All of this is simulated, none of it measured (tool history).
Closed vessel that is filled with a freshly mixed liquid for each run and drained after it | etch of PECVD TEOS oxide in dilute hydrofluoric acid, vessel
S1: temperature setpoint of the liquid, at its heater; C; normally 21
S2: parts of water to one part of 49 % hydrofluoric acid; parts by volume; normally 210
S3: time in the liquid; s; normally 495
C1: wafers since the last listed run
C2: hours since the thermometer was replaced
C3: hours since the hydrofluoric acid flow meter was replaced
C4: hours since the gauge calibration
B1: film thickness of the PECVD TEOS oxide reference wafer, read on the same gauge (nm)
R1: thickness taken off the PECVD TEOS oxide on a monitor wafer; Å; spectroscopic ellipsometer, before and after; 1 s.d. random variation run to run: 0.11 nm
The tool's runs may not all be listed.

run 1 hour=0 | S1=21 S2=210 S3=495 | C1=0 C2=315.2 C3=368.5 C4=885.9 | B1=140 | R1=195.2
run 2 hour=45.3 | S1=21 S2=210 S3=495 | C1=2532 C2=360.5 C3=413.8 C4=931.2 | B1=140 | R1=195.7
run 3 hour=75.5 | S1=21 S2=210 S3=495 | C1=1688 C2=390.7 C3=444 C4=961.4 | B1=140.06 | R1=196.8
run 4 hour=104.8 | S1=21 S2=210 S3=495 | C1=1637 C2=420 C3=473.3 C4=990.7 | B1=139.98 | R1=194.8
run 5 hour=161.3 | S1=21 S2=210 S3=495 | C1=3158 C2=476.5 C3=529.8 C4=1047.2 | B1=139.99 | R1=192.3
run 6 hour=202 | S1=22.5 S2=210 S3=495 | C1=2275 C2=517.2 C3=570.5 C4=1087.9 | B1=139.98 | R1=204.5
run 7 hour=247.3 | S1=24 S2=280 S3=495 | C1=2532 C2=562.5 C3=615.8 C4=1133.2 | B1=139.96 | R1=151.1
run 8 hour=296.8 | S1=23.5 S2=210 S3=495 | C1=2766 C2=612 C3=665.3 C4=1182.7 | B1=140.04 | R1=210.5
run 9 hour=362.4 | S1=23.5 S2=210 S3=495 | C1=3666 C2=677.6 C3=730.9 C4=1248.3 | B1=139.99 | R1=209.9
run 10 hour=429.3 | S1=18 S2=210 S3=320 | C1=3739 C2=744.5 C3=797.8 C4=1315.2 | B1=140.03 | R1=108.1
-- hour=441.5 gauge calibrated
run 11 hour=469.6 | S1=18 S2=210 S3=320 | C1=2252 C2=784.8 C3=838.1 C4=28.1 | B1=139.99 | R1=109.1
run 12 hour=510.7 | S1=21 S2=210 S3=590 | C1=2297 C2=825.9 C3=879.2 C4=69.2 | B1=139.99 | R1=222.9
run 13 hour=565.5 | S1=23.5 S2=275 S3=640 | C1=3063 C2=880.7 C3=934 C4=124 | B1=140.01 | R1=189.6
run 14 hour=611 | S1=17 S2=125 S3=575 | C1=2543 C2=926.2 C3=979.5 C4=169.5 | B1=140 | R1=338.7
run 15 hour=674.3 | S1=21 S2=210 S3=600 | C1=3538 C2=989.5 C3=1042.8 C4=232.8 | B1=140.03 | R1=227.5
run 16 hour=744.8 | S1=21 S2=245 S3=495 | C1=3940 C2=1060 C3=1113.3 C4=303.3 | B1=139.98 | R1=152.1
-- hour=807.8 hydrofluoric acid flow meter replaced
run 17 hour=810.4 | S1=21 S2=210 S3=495 | C1=3611 C2=1125.6 C3=2.6 C4=368.9 | B1=140.02 | R1=187.2
run 18 hour=839.6 | S1=19 S2=310 S3=235 | C1=1632 C2=1154.8 C3=31.8 C4=398.1 | B1=140.01 | R1=51.5
run 19 hour=892.1 | S1=17.5 S2=135 S3=495 | C1=2934 C2=1207.3 C3=84.3 C4=450.6 | B1=140.04 | R1=272.4
run 20 hour=934.8 | S1=24.5 S2=120 S3=385 | C1=2386 C2=1250 C3=127 C4=493.3 | B1=140.02 | R1=320.5
-- hour=955.6 thermometer replaced
run 21 hour=990.7 | S1=19 S2=210 S3=295 | C1=3068 C2=35.1 C3=182.9 C4=549.2 | B1=139.98 | R1=109.4
run 22 hour=1041 | S1=18.5 S2=265 S3=570 | C1=2811 C2=85.4 C3=233.2 C4=599.5 | B1=139.93 | R1=155.7
run 23 hour=1088.3 | S1=21 S2=210 S3=495 | C1=2643 C2=132.7 C3=280.5 C4=646.8 | B1=140.01 | R1=199
run 24 hour=1115.5 | S1=21 S2=210 S3=495 | C1=1520 C2=159.9 C3=307.7 C4=674 | B1=140.05 | R1=197.2
run 25 hour=1147.6 | S1=19 S2=305 S3=495 | C1=1794 C2=192 C3=339.8 C4=706.1 | B1=139.97 | R1=115.2
run 26 hour=1192.2 | S1=24 S2=280 S3=495 | C1=2493 C2=236.6 C3=384.4 C4=750.7 | B1=140.01 | R1=151.5
run 27 hour=1234.1 | S1=25 S2=210 S3=725 | C1=2342 C2=278.5 C3=426.3 C4=792.6 | B1=140.01 | R1=332.4
run 28 hour=1281.1 | S1=21 S2=210 S3=495 | C1=2627 C2=325.5 C3=473.3 C4=839.6 | B1=139.97 | R1=196.2
run 29 hour=1328.5 | S1=21 S2=210 S3=495 | C1=2649 C2=372.9 C3=520.7 C4=887 | B1=139.99 | R1=192.6
run 30 hour=1380.5 | S1=21 S2=185 S3=775 | C1=2906 C2=424.9 C3=572.7 C4=939 | B1=140.04 | R1=352
run 31 hour=1411.3 | S1=21 S2=210 S3=495 | C1=1721 C2=455.7 C3=603.5 C4=969.8 | B1=139.99 | R1=192.7
run 32 hour=1451.9 | S1=21 S2=210 S3=385 | C1=2269 C2=496.3 C3=644.1 C4=1010.4 | B1=140 | R1=148.5

The logged runs with the hidden state left out (each run's random variation unchanged):
The tool's hidden condition here consists of: liquid colder than its thermometer reads (K); hydrofluoric acid flow below the setpoint (%); gauge reads high (%).
run=1 R1=201.2
run=2 R1=202.4
run=3 R1=204
run=4 R1=202.3
run=5 R1=200.7
run=6 R1=214
run=7 R1=158.4
run=8 R1=221.8
run=9 R1=222.2
run=10 R1=115.3
run=11 R1=116.8
run=12 R1=239
run=13 R1=203.7
run=14 R1=367.5
run=15 R1=247.1
run=16 R1=165.9
run=17 R1=200.5
run=18 R1=55.1
run=19 R1=295.3
run=20 R1=347.2
run=21 R1=111.1
run=22 R1=158.7
run=23 R1=203.6
run=24 R1=202.2
run=25 R1=118.4
run=26 R1=156.1
run=27 R1=343.6
run=28 R1=203.7
run=29 R1=200.8
run=30 R1=368.6
run=31 R1=202.1
run=32 R1=156.3
